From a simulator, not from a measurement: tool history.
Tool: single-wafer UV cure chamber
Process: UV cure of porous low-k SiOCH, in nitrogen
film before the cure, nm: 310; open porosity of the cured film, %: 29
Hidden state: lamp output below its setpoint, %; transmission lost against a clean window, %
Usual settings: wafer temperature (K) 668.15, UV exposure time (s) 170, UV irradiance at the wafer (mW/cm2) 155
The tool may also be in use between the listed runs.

run    hour  wafer temperature (K)  UV exposure time (s)  UV irradiance at the wafer (mW/cm2)  wafers since the last listed run  hours since the UV bulbs were replaced  wafers since the quartz window was cleaned  loss of film thickness in the cure (%)
  1     0.0                 668.15                   170                                  165                                 0                                   184.3                                        2850                                  15.423
  2    54.3                 668.15                   170                                  165                               223                                   238.6                                        3073                                  15.349
       64.0  -- quartz window cleaned
  3   111.5                 668.15                   170                                  155                               202                                   295.8                                         195                                  14.987
  4   200.4                 668.15                   170                                  155                               365                                   384.7                                         561                                  15.125
  5   284.6                 668.15                   170                                  155                               346                                   468.9                                         907                                  14.967
  6   383.0                 668.15                   170                                  155                               404                                   567.3                                        1311                                  14.888
  7   454.1                 668.15                   170                                  155                               292                                   638.4                                        1604                                  14.522
  8   542.0                 668.15                   170                                  155                               361                                   726.3                                        1965                                  14.377
  9   601.7                 668.15                   170                                  155                               245                                   786.0                                        2211                                  14.217
 10   684.5                 668.15                   170                                  155                               340                                   868.8                                        2551                                  14.743
 11   755.8                 668.15                   170                                  155                               293                                   940.1                                        2845                                  14.427
      816.5  -- quartz window cleaned
 12   831.9                 668.15                   170                                  155                               280                                  1016.2                                          63                                  14.163
 13   872.5                 668.15                   170                                  155                               166                                  1056.8                                         230                                  14.139
 14   956.5                 668.15                   130                                  155                               345                                  1140.8                                         575                                  13.238
 15  1260.5                 668.15                   130                                  155                              1250                                  1444.8                                        1826                                  12.725
 16  1333.3                 668.15                   120                                  155                               299                                  1517.6                                        2125                                  12.756
 17  1410.4                 668.15                   120                                  155                               317                                  1594.7                                        2442                                  12.512
 18  1516.9                 668.15                   120                                  155                               437                                  1701.2                                        2880                                  12.350
     1540.6  -- quartz window cleaned
 19  1616.2                 668.15                   170                                  173                               375                                  1800.5                                         311                                  14.623
     1688.2  -- UV bulbs replaced
 20  1694.9                 668.15                   170                                  155                               290                                     6.7                                         601                                  12.853
 21  1731.0                 668.15                   170                                  155                               148                                    42.8                                         750                                  13.336
 22  1831.1                 682.15                   170                                  187                               411                                   142.9                                        1161                                  14.042
 23  1872.3                 668.15                   170                                  155                               169                                   184.1                                        1331                                  13.017
 24  1969.0                 668.15                   170                                  155                               397                                   280.8                                        1729                                  13.070
 25  2021.9                 679.15                    75                                  123                               217                                   333.7                                        1946                                   7.465
 26  2094.5                 682.15                   170                                  140                               298                                   406.3                                        2245                                  12.458
     2165.2  -- quartz window cleaned
 27  2168.7                 683.15                   265                                  155                               272                                   480.5                                          14                                  15.333
 28  2249.5                 668.15                   170                                  155                               332                                   561.3                                         346                                  12.424
     2463.8  -- UV bulbs replaced, repeated, since the last time left the tool worse
 29  2465.0                 658.15                   210                                  185                               853                                     1.2                                        1200                                  17.232
 30  2543.6                 681.15                   210                                  186                               323                                    79.8                                        1523                                  17.679
     2766.8  -- quartz window cleaned
 31  2767.3                 668.15                   135                                  138                               887                                   303.5                                           1                                  13.488
 32  2829.4                 668.15                   170                                  155                               255                                   365.6                                         257                                  15.115
 33  2866.8                 683.15                    90                                  155                               153                                   403.0                                         411                                  12.065
 34  2930.1                 668.15                   170                                  155                               260                                   466.3                                         671                                  14.788

The next listed run, before its measurement:
 35  2996.1                 668.15                   170                                  155                               271                                   532.3                                         942                                       ?

loss of film thickness in the cure (%): 14.958
Without the tool's hidden state the same run would have given loss of film thickness in the cure (%) 15.540.
